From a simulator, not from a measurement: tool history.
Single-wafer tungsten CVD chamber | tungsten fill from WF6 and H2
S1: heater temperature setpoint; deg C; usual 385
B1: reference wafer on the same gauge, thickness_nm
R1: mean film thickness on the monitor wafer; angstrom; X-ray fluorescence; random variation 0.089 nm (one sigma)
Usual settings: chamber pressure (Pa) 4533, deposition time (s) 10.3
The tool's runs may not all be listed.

run 1 hour=0.0 | S1=385 chamber_pressure_(Pa)=4533 deposition_time_(s)=8.9 | B1=23.829 | R1=217.25
run 2 hour=12.9 | S1=385 chamber_pressure_(Pa)=4533 deposition_time_(s)=10.3 | B1=23.808 | R1=249.53
run 3 hour=23.9 | S1=385 chamber_pressure_(Pa)=4533 deposition_time_(s)=10.3 | B1=23.801 | R1=248.75
run 4 hour=30.1 | S1=385 chamber_pressure_(Pa)=4533 deposition_time_(s)=10.3 | B1=23.839 | R1=250.13
run 5 hour=45.2 | S1=385 chamber_pressure_(Pa)=4533 deposition_time_(s)=10.3 | B1=23.818 | R1=249.73
run 6 hour=61.6 | S1=385 chamber_pressure_(Pa)=4533 deposition_time_(s)=10.3 | B1=23.808 | R1=249.95
run 7 hour=79.2 | S1=385 chamber_pressure_(Pa)=4253 deposition_time_(s)=10.3 | B1=23.773 | R1=241.55
run 8 hour=95.3 | S1=385 chamber_pressure_(Pa)=3733 deposition_time_(s)=10.3 | B1=23.794 | R1=224.26
run 9 hour=122.1 | S1=385 chamber_pressure_(Pa)=3733 deposition_time_(s)=10.3 | B1=23.788 | R1=224.09
-- hour=142.9 thermocouple changed; heater temperature recalibrated
run 10 hour=143.4 | S1=385 chamber_pressure_(Pa)=4533 deposition_time_(s)=10.3 | B1=23.789 | R1=249.53
run 11 hour=147.1 | S1=373 chamber_pressure_(Pa)=4533 deposition_time_(s)=10.3 | B1=23.787 | R1=188.12
run 12 hour=160.4 | S1=373 chamber_pressure_(Pa)=4533 deposition_time_(s)=10.3 | B1=23.798 | R1=186.86
run 13 hour=175.0 | S1=377 chamber_pressure_(Pa)=4533 deposition_time_(s)=10.3 | B1=23.812 | R1=206.81
run 14 hour=182.1 | S1=377 chamber_pressure_(Pa)=4533 deposition_time_(s)=10.3 | B1=23.757 | R1=207.11
run 15 hour=190.2 | S1=394 chamber_pressure_(Pa)=3880 deposition_time_(s)=10.3 | B1=23.802 | R1=278.82
run 16 hour=236.4 | S1=385 chamber_pressure_(Pa)=4533 deposition_time_(s)=10.3 | B1=23.778 | R1=250.44
run 17 hour=251.4 | S1=385 chamber_pressure_(Pa)=4533 deposition_time_(s)=10.3 | B1=23.812 | R1=249.38
-- hour=267.8 showerhead replaced
run 18 hour=268.3 | S1=378 chamber_pressure_(Pa)=4533 deposition_time_(s)=8.9 | B1=23.791 | R1=183.07
run 19 hour=272.1 | S1=389 chamber_pressure_(Pa)=3400 deposition_time_(s)=8.6 | B1=23.823 | R1=194.00
-- hour=278.6 gauge calibrated
run 20 hour=287.1 | S1=385 chamber_pressure_(Pa)=4533 deposition_time_(s)=9.2 | B1=23.778 | R1=221.83
run 21 hour=293.4 | S1=378 chamber_pressure_(Pa)=4533 deposition_time_(s)=11.1 | B1=23.822 | R1=228.76
-- hour=303.7 capacitance manometer re-zeroed and calibrated
run 22 hour=304.2 | S1=393 chamber_pressure_(Pa)=3440 deposition_time_(s)=9.5 | B1=23.811 | R1=236.45
run 23 hour=316.2 | S1=391 chamber_pressure_(Pa)=4533 deposition_time_(s)=12.3 | B1=23.828 | R1=341.71
run 24 hour=329.7 | S1=385 chamber_pressure_(Pa)=4533 deposition_time_(s)=10.3 | B1=23.792 | R1=248.18
run 25 hour=347.3 | S1=385 chamber_pressure_(Pa)=4533 deposition_time_(s)=11.1 | B1=23.786 | R1=268.59
run 26 hour=355.4 | S1=397 chamber_pressure_(Pa)=4920 deposition_time_(s)=10.3 | B1=23.845 | R1=339.19
run 27 hour=371.2 | S1=380 chamber_pressure_(Pa)=4920 deposition_time_(s)=12.2 | B1=23.796 | R1=274.59
run 28 hour=388.8 | S1=374 chamber_pressure_(Pa)=3733 deposition_time_(s)=8.7 | B1=23.764 | R1=145.87
run 29 hour=403.3 | S1=385 chamber_pressure_(Pa)=4533 deposition_time_(s)=11.0 | B1=23.798 | R1=265.89
run 30 hour=411.5 | S1=374 chamber_pressure_(Pa)=4533 deposition_time_(s)=11.2 | B1=23.839 | R1=210.12
run 31 hour=422.6 | S1=394 chamber_pressure_(Pa)=3986 deposition_time_(s)=10.3 | B1=23.781 | R1=283.38
run 32 hour=431.2 | S1=385 chamber_pressure_(Pa)=3920 deposition_time_(s)=10.3 | B1=23.810 | R1=229.30
run 33 hour=437.6 | S1=385 chamber_pressure_(Pa)=4533 deposition_time_(s)=10.3 | B1=23.810 | R1=249.28
run 34 hour=451.0 | S1=385 chamber_pressure_(Pa)=4026 deposition_time_(s)=12.3 | B1=23.791 | R1=280.06

4 ways to go on from here, each from the tool as it stands after run 34. What would each give?
run A hour=451.4 | S1=385 chamber_pressure_(Pa)=4533 deposition_time_(s)=10.3 | B1=? | R1=?
run B hour=451.4 | S1=372 chamber_pressure_(Pa)=4533 deposition_time_(s)=9.2 | B1=? | R1=?
run C hour=451.4 | S1=389 chamber_pressure_(Pa)=4533 deposition_time_(s)=10.3 | B1=? | R1=?
run D hour=451.4 | S1=385 chamber_pressure_(Pa)=3520 deposition_time_(s)=10.3 | B1=? | R1=?

run=A B1=23.804 R1=250.50
run=B B1=23.804 R1=165.12
run=C B1=23.804 R1=274.05
run=D B1=23.804 R1=217.96
Without the tool's hidden state the same runs would have given:
run=A R1=250.50
run=B R1=165.12
run=C R1=274.05
run=D R1=217.96
